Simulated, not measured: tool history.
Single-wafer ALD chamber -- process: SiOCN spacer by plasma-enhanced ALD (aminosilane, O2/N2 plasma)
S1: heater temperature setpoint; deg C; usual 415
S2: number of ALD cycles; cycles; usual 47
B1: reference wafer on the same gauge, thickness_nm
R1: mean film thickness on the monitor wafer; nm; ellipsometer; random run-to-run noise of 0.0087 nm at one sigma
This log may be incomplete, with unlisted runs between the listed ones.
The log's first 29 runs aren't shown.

run    hour   S1  S2     B1     R1
 30   772.6  430  38  2.701  2.025
      780.9  -- gauge calibrated
 31   787.2  415  47  2.701  2.604
 32   804.3  405  55    2.7  3.126
 33   823.7  415  47    2.7  2.618
 34   854.6  415  47  2.701  2.595
 35   930.1  403  50  2.701  2.859
 36   945.7  423  47    2.7  2.532
 37   958.1  409  49    2.7  2.769
 38   979.8  415  47    2.7  2.596
 39  1011.2  415  40    2.7  2.224

Below are 5 alternative next runs, each starting from the tool's condition after run 39. Predict each:
  A  1011.7  425  47   ?   ?
  B  1011.7  420  43   ?   ?
  C  1011.7  411  56   ?   ?
  D  1011.7  430  39   ?   ?
  E  1011.7  422  53   ?   ?

run     B1     R1
  A  2.699  2.533
  B  2.699   2.35
  C  2.699  3.138
  D  2.699  2.072
  E  2.699   2.88
With the hidden condition removed and each run's random variation left untouched, the same runs would have given:
run     R1
  A  2.533
  B   2.35
  C  3.138
  D  2.072
  E   2.88
